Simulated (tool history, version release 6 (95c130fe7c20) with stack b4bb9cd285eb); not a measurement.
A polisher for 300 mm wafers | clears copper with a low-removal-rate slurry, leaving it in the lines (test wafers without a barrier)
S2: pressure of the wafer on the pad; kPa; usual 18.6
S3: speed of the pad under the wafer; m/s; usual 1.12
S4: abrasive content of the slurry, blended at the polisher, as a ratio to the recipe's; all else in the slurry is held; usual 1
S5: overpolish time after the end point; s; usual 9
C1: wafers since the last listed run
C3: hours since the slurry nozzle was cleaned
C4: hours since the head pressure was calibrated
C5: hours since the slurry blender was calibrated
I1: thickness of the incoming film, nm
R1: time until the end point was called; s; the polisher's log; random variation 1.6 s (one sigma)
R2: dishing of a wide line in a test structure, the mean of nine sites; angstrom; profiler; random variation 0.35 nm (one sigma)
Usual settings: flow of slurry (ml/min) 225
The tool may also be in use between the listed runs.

{"run": 1, "hour": 0.0, "flow of slurry (ml/min)": 225, "S2": 18.6, "S3": 1.12, "S4": 1, "S5": 9, "C1": 0, "wafers polished on this pad": 970, "C3": 733.6, "C4": 399.8, "C5": 136.3, "I1": 340.9, "R1": 120.7, "R2": 175}
{"run": 2, "hour": 30.2, "flow of slurry (ml/min)": 225, "S2": 18.6, "S3": 1.12, "S4": 1, "S5": 9, "C1": 210, "wafers polished on this pad": 1180, "C3": 763.8, "C4": 430, "C5": 166.5, "I1": 335.4, "R1": 125.2, "R2": 173}
{"hour": 50.4, "done": "worn pad replaced by a new one"}
{"run": 3, "hour": 51.2, "flow of slurry (ml/min)": 225, "S2": 18.6, "S3": 1.12, "S4": 1, "S5": 9, "C1": 118, "wafers polished on this pad": 5, "C3": 784.8, "C4": 451, "C5": 187.5, "I1": 330, "R1": 113.9, "R2": 189}
{"run": 4, "hour": 63.2, "flow of slurry (ml/min)": 225, "S2": 18.6, "S3": 1.12, "S4": 1.2, "S5": 9, "C1": 83, "wafers polished on this pad": 89, "C3": 796.8, "C4": 463, "C5": 199.5, "I1": 341.3, "R1": 116.1, "R2": 191}
{"run": 5, "hour": 90.0, "flow of slurry (ml/min)": 225, "S2": 18.6, "S3": 1.12, "S4": 1.2, "S5": 9, "C1": 186, "wafers polished on this pad": 275, "C3": 823.6, "C4": 489.8, "C5": 226.3, "I1": 339.8, "R1": 112.6, "R2": 187}
{"run": 6, "hour": 120.3, "flow of slurry (ml/min)": 225, "S2": 18.6, "S3": 1.12, "S4": 1.2, "S5": 9, "C1": 210, "wafers polished on this pad": 486, "C3": 853.9, "C4": 520.1, "C5": 256.6, "I1": 334.3, "R1": 117.5, "R2": 179}
{"run": 7, "hour": 143.2, "flow of slurry (ml/min)": 225, "S2": 18.6, "S3": 1.12, "S4": 1, "S5": 9, "C1": 159, "wafers polished on this pad": 645, "C3": 876.8, "C4": 543, "C5": 279.5, "I1": 336.2, "R1": 124.3, "R2": 178}
{"run": 8, "hour": 184.3, "flow of slurry (ml/min)": 285, "S2": 23.4, "S3": 1.12, "S4": 1, "S5": 9, "C1": 285, "wafers polished on this pad": 931, "C3": 917.9, "C4": 584.1, "C5": 320.6, "I1": 329.7, "R1": 100.2, "R2": 214}
{"hour": 193.7, "done": "slurry blender recalibrated"}
{"hour": 197.7, "done": "slurry nozzle cleaned"}
{"hour": 206.2, "done": "worn pad replaced by a new one"}
{"run": 9, "hour": 213.8, "flow of slurry (ml/min)": 285, "S2": 23.4, "S3": 1.12, "S4": 1, "S5": 9, "C1": 156, "wafers polished on this pad": 52, "C3": 16.1, "C4": 613.6, "C5": 20.1, "I1": 331.5, "R1": 84.5, "R2": 244}
{"run": 10, "hour": 226.5, "flow of slurry (ml/min)": 285, "S2": 23.4, "S3": 1.12, "S4": 1, "S5": 9, "C1": 88, "wafers polished on this pad": 141, "C3": 28.8, "C4": 626.3, "C5": 32.8, "I1": 337.7, "R1": 86, "R2": 243}
{"run": 11, "hour": 257.2, "flow of slurry (ml/min)": 225, "S2": 18.6, "S3": 1.12, "S4": 1, "S5": 9, "C1": 213, "wafers polished on this pad": 354, "C3": 59.5, "C4": 657, "C5": 63.5, "I1": 330.5, "R1": 113.6, "R2": 188}
{"run": 12, "hour": 289.1, "flow of slurry (ml/min)": 225, "S2": 18.6, "S3": 1.12, "S4": 1, "S5": 9, "C1": 221, "wafers polished on this pad": 576, "C3": 91.4, "C4": 688.9, "C5": 95.4, "I1": 335.1, "R1": 113.1, "R2": 182}
{"run": 13, "hour": 314.3, "flow of slurry (ml/min)": 185, "S2": 18.6, "S3": 1.12, "S4": 1, "S5": 5, "C1": 175, "wafers polished on this pad": 752, "C3": 116.6, "C4": 714.1, "C5": 120.6, "I1": 330.7, "R1": 119.5, "R2": 103}
{"hour": 382.2, "done": "worn pad replaced by a new one"}
{"run": 14, "hour": 419.9, "flow of slurry (ml/min)": 225, "S2": 18.6, "S3": 1.12, "S4": 1.2, "S5": 9, "C1": 706, "wafers polished on this pad": 262, "C3": 222.2, "C4": 819.7, "C5": 226.2, "I1": 333.7, "R1": 112.8, "R2": 193}
{"hour": 466.3, "done": "slurry blender recalibrated"}
{"run": 15, "hour": 495.7, "flow of slurry (ml/min)": 225, "S2": 18.6, "S3": 1.46, "S4": 1, "S5": 9, "C1": 513, "wafers polished on this pad": 775, "C3": 298, "C4": 895.5, "C5": 29.4, "I1": 331.1, "R1": 90.4, "R2": 229}
{"run": 16, "hour": 514.4, "flow of slurry (ml/min)": 290, "S2": 18.6, "S3": 1.12, "S4": 1.2, "S5": 5, "C1": 130, "wafers polished on this pad": 905, "C3": 316.7, "C4": 914.2, "C5": 48.1, "I1": 339.1, "R1": 114.4, "R2": 111}
{"run": 17, "hour": 535.6, "flow of slurry (ml/min)": 225, "S2": 18.6, "S3": 1.12, "S4": 1, "S5": 9, "C1": 147, "wafers polished on this pad": 1053, "C3": 337.9, "C4": 935.4, "C5": 69.3, "I1": 336.5, "R1": 120.7, "R2": 185}
{"hour": 542.5, "done": "head pressure recalibrated"}
{"hour": 565.1, "done": "worn pad replaced by a new one"}
{"run": 18, "hour": 608.7, "flow of slurry (ml/min)": 225, "S2": 18.6, "S3": 1.3, "S4": 1, "S5": 9, "C1": 466, "wafers polished on this pad": 303, "C3": 411, "C4": 66.2, "C5": 142.4, "I1": 332.3, "R1": 100.4, "R2": 213}
{"run": 19, "hour": 624.7, "flow of slurry (ml/min)": 225, "S2": 18.6, "S3": 1.12, "S4": 1, "S5": 9, "C1": 111, "wafers polished on this pad": 414, "C3": 427, "C4": 82.2, "C5": 158.4, "I1": 342, "R1": 121.7, "R2": 182}
{"run": 20, "hour": 652.2, "flow of slurry (ml/min)": 225, "S2": 18.6, "S3": 1.12, "S4": 1, "S5": 9, "C1": 191, "wafers polished on this pad": 606, "C3": 454.5, "C4": 109.7, "C5": 185.9, "I1": 333.8, "R1": 119.1, "R2": 176}
{"run": 21, "hour": 668.9, "flow of slurry (ml/min)": 225, "S2": 20.7, "S3": 1.12, "S4": 1.3, "S5": 9, "C1": 116, "wafers polished on this pad": 722, "C3": 471.2, "C4": 126.4, "C5": 202.6, "I1": 341.5, "R1": 106.4, "R2": 200}
{"run": 22, "hour": 701.1, "flow of slurry (ml/min)": 225, "S2": 22.1, "S3": 1.12, "S4": 1.2, "S5": 9, "C1": 224, "wafers polished on this pad": 946, "C3": 503.4, "C4": 158.6, "C5": 234.8, "I1": 338.1, "R1": 102.1, "R2": 203}
{"run": 23, "hour": 714.7, "flow of slurry (ml/min)": 225, "S2": 22.1, "S3": 1.12, "S4": 1, "S5": 6, "C1": 94, "wafers polished on this pad": 1041, "C3": 517, "C4": 172.2, "C5": 248.4, "I1": 332.5, "R1": 109, "R2": 142}
{"hour": 733.7, "done": "worn pad replaced by a new one"}
{"run": 24, "hour": 734.2, "flow of slurry (ml/min)": 225, "S2": 16.5, "S3": 1.12, "S4": 1.15, "S5": 9, "C1": 107, "wafers polished on this pad": 3, "C3": 536.5, "C4": 191.7, "C5": 267.9, "I1": 335.4, "R1": 132.2, "R2": 168}
{"run": 25, "hour": 760.0, "flow of slurry (ml/min)": 285, "S2": 18.6, "S3": 1.48, "S4": 1, "S5": 13, "C1": 179, "wafers polished on this pad": 183, "C3": 562.3, "C4": 217.5, "C5": 293.7, "I1": 333.1, "R1": 89, "R2": 331}
{"run": 26, "hour": 782.0, "flow of slurry (ml/min)": 225, "S2": 14.5, "S3": 1.42, "S4": 1, "S5": 5, "C1": 153, "wafers polished on this pad": 336, "C3": 584.3, "C4": 239.5, "C5": 315.7, "I1": 336.9, "R1": 124.4, "R2": 100}
{"hour": 792.0, "done": "slurry blender recalibrated"}
{"run": 27, "hour": 800.4, "flow of slurry (ml/min)": 225, "S2": 18.6, "S3": 1.12, "S4": 1, "S5": 9, "C1": 114, "wafers polished on this pad": 450, "C3": 602.7, "C4": 257.9, "C5": 8.4, "I1": 334.2, "R1": 111.9, "R2": 188}
{"run": 28, "hour": 818.8, "flow of slurry (ml/min)": 225, "S2": 18.6, "S3": 1.12, "S4": 1, "S5": 9, "C1": 128, "wafers polished on this pad": 578, "C3": 621.1, "C4": 276.3, "C5": 26.8, "I1": 336.7, "R1": 116.4, "R2": 188}

4 ways to go on from here, each from the tool as it stands after run 28. What would each give?
{"run": "A", "hour": 819.3, "flow of slurry (ml/min)": 225, "S2": 18.6, "S3": 1.12, "S4": 1, "S5": 9, "C1": 3, "wafers polished on this pad": 581, "C3": 621.6, "C4": 276.8, "C5": 27.3, "I1": 333.4, "R1": "?", "R2": "?"}
{"run": "B", "hour": 819.3, "flow of slurry (ml/min)": 225, "S2": 15.9, "S3": 1.12, "S4": 1, "S5": 9, "C1": 3, "wafers polished on this pad": 581, "C3": 621.6, "C4": 276.8, "C5": 27.3, "I1": 333.4, "R1": "?", "R2": "?"}
{"run": "C", "hour": 819.3, "flow of slurry (ml/min)": 225, "S2": 24.8, "S3": 1.12, "S4": 1, "S5": 9, "C1": 3, "wafers polished on this pad": 581, "C3": 621.6, "C4": 276.8, "C5": 27.3, "I1": 333.4, "R1": "?", "R2": "?"}
{"run": "D", "hour": 819.3, "flow of slurry (ml/min)": 170, "S2": 18.6, "S3": 0.9, "S4": 1, "S5": 9, "C1": 3, "wafers polished on this pad": 581, "C3": 621.6, "C4": 276.8, "C5": 27.3, "I1": 333.4, "R1": "?", "R2": "?"}

run=A R1=111.1 R2=184
run=B R1=130.5 R2=158
run=C R1=83.4 R2=241
run=D R1=142.2 R2=146
Without the tool's hidden state the same runs would have given:
run=A R1=106.2 R2=192
run=B R1=124.7 R2=165
run=C R1=79.7 R2=251
run=D R1=136 R2=153

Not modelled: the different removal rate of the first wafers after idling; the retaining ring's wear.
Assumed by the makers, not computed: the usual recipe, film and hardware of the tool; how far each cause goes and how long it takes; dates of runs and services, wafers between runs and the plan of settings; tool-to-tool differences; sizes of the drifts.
